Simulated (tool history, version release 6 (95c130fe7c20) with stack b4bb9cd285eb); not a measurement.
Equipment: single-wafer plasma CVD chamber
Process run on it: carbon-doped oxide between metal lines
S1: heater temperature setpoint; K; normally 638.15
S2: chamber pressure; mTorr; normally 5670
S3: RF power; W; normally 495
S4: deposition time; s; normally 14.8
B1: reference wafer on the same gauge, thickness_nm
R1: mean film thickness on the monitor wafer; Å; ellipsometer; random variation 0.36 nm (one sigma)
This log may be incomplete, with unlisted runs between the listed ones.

run	day	S1	S2	S3	S4	B1	R1
1	0.000	638.15	4600	565	14.8	71.647	794.57
2	3.571	638.15	4600	565	14.8	71.700	793.97
3	7.600	638.15	4600	565	14.8	71.765	790.85
4	10.129	638.15	6460	495	14.8	71.793	745.47
5	14.079	638.15	6460	495	14.8	71.752	741.24
6	18.442	638.15	6460	495	14.8	71.857	741.85
7	21.712	638.15	5670	495	14.8	71.749	730.68
8	25.321	638.15	5670	495	14.8	71.686	728.04
9	27.775	638.15	5670	495	14.8	71.894	724.30
# day 28.467: showerhead replaced, of another model than before
10	29.283	638.15	5670	495	14.8	71.809	717.95
# day 30.533: thermocouple changed; heater temperature recalibrated
# day 33.050: RF generator calibrated
11	33.071	638.15	5670	495	14.8	71.789	743.52
12	34.438	638.15	5670	495	14.8	71.691	742.02
13	45.417	642.15	4900	545	12.6	71.851	675.01
14	47.467	627.15	4980	400	15.8	71.789	626.34
15	51.767	638.15	5670	495	14.8	71.817	739.11
16	54.750	638.15	6430	495	12.4	71.781	624.38
# day 56.883: gauge calibrated
# day 63.538: capacitance manometer re-zeroed and calibrated
17	65.212	638.15	5670	495	14.8	71.718	740.17
18	73.012	638.15	5670	495	14.8	71.756	733.53
19	75.888	650.15	6880	405	13.2	71.866	511.84
20	79.738	628.15	6790	525	16.9	71.941	912.51
21	82.492	629.15	5670	495	12.5	71.792	633.69
22	86.200	638.15	5670	495	11.9	71.787	592.20
23	88.333	625.15	5130	450	16.8	71.770	758.11
24	92.554	632.15	6200	450	15.9	71.634	709.92
25	94.154	638.15	5670	495	14.8	71.667	723.99

Here are 5 independent what-if runs from the current tool condition. What would each one return?
A	94.171	638.15	5670	495	17.1	?	?
B	94.171	633.15	5670	455	14.8	?	?
C	94.171	638.15	6210	400	12.3	?	?
D	94.171	645.15	4500	495	11.9	?	?
E	94.171	638.15	6950	580	13.7	?	?

run	B1	R1
A	71.732	838.50
B	71.732	670.50
C	71.732	472.74
D	71.732	565.62
E	71.732	791.81
The same runs, with their run-to-run variation unchanged, on a tool lacking any hidden condition would have given:
run	R1
A	862.68
B	692.92
C	489.19
D	581.93
E	813.59

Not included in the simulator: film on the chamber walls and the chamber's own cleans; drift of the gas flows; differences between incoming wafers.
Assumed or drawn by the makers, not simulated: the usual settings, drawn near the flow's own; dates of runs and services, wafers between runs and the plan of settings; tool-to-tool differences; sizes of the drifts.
